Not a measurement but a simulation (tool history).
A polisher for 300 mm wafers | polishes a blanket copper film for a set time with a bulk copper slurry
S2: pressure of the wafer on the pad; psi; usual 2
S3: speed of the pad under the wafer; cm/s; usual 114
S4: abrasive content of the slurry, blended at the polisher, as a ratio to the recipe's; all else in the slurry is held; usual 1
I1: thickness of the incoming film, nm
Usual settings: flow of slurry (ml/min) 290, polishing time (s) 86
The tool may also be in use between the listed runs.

Run 1, hour 0: usual settings; I1 2095.6. Result: film removed (Å) 7363.
Run 2, hour 20.6: usual settings; I1 2070.5. Result: film removed (Å) 7374.
Run 3, hour 39.1: usual settings; I1 2077.9. Result: film removed (Å) 7330.
Run 4, hour 65: usual settings but S3 126 cm/s; I1 2070.1. Result: film removed (Å) 7930.
At hour 77.9: slurry blender recalibrated.
Run 5, hour 90.2: usual settings but S3 126 cm/s; I1 2087.7. Result: film removed (Å) 8006.
At hour 98.6: worn pad replaced by a new one.
Run 6, hour 113.7: usual settings but flow of slurry (ml/min) 255, polishing time (s) 110; I1 2085. Result: film removed (Å) 9147.
Run 7, hour 128.9: usual settings but flow of slurry (ml/min) 255, polishing time (s) 110; I1 2100. Result: film removed (Å) 9305.
Run 8, hour 144.3: usual settings but flow of slurry (ml/min) 255, polishing time (s) 110; I1 2077.7. Result: film removed (Å) 9166.
Run 9, hour 179.2: usual settings but S3 130 cm/s; I1 2099.6. Result: film removed (Å) 8095.
At hour 191.3: slurry blender recalibrated.
Run 10, hour 206.1: usual settings but S3 130 cm/s; I1 2088.5. Result: film removed (Å) 8106.
At hour 269.1: head pressure recalibrated.
Run 11, hour 282.6: usual settings but S2 1.5 psi; I1 2087.6. Result: film removed (Å) 4838.
At hour 314.4: slurry blender recalibrated.
At hour 343.9: slurry nozzle cleaned.
Run 12, hour 352.5: usual settings but S3 128 cm/s, S4 1.2; I1 2070.2. Result: film removed (Å) 7382.
At hour 377.9: worn pad replaced by a new one.
At hour 379.6: head pressure recalibrated, repeated, since the last time left the tool worse.
Run 13, hour 380.1: usual settings but S4 1.15, polishing time (s) 115; I1 2051.3. Result: film removed (Å) 9745.
Run 14, hour 389.7: usual settings but flow of slurry (ml/min) 255, polishing time (s) 110; I1 2096.5. Result: film removed (Å) 8979.
Run 15, hour 412.6: usual settings but polishing time (s) 96; I1 2090.3. Result: film removed (Å) 7879.
At hour 425.8: slurry blender recalibrated.
Run 16, hour 448: usual settings but flow of slurry (ml/min) 330, S3 126 cm/s, polishing time (s) 64; I1 2060.1. Result: film removed (Å) 5865.
Run 17, hour 478.3: usual settings but polishing time (s) 107; I1 2104.9. Result: film removed (Å) 8986.
Run 18, hour 490.7: usual settings but S3 130 cm/s; I1 2127.8. Result: film removed (Å) 7942.
Run 19, hour 514.3: usual settings; I1 2067.6. Result: film removed (Å) 7353.
At hour 529.4: slurry blender recalibrated.
Run 20, hour 535.1: usual settings but S3 150 cm/s, S4 1.25; I1 2117.1. Result: film removed (Å) 9250.
Run 21, hour 568: usual settings but flow of slurry (ml/min) 260, S2 2.3 psi, S3 142 cm/s, S4 0.85; I1 2099.3. Result: film removed (Å) 9548.
Run 22, hour 588.1: usual settings but S3 98 cm/s, S4 1.25; I1 2104.7. Result: film removed (Å) 6691.
Run 23, hour 607.9: usual settings; I1 2125.6. Result: film removed (Å) 7223.

What the log doesn't show, run by run:
removal rate lost through wear of the pad, %: 0 in every run
slurry flow missing at the pad, %: 0 in every run
abrasive missing from the slurry, %: 0 in every run
H1: deviation of the head's pressure from its setpoint, %
run     H1
  1    3.7
  2   3.78
  3   3.85
  4   3.93
  5      4
  6   4.06
  7    4.1
  8   4.13
  9    4.2
 10   4.24
 11  -7.42
 12  -6.11
 13  0.239
 14  0.458
 15  0.941
 16   1.59
 17   2.07
 18   2.25
 19   2.55
 20    2.8
 21   3.14
 22   3.32
 23   3.49
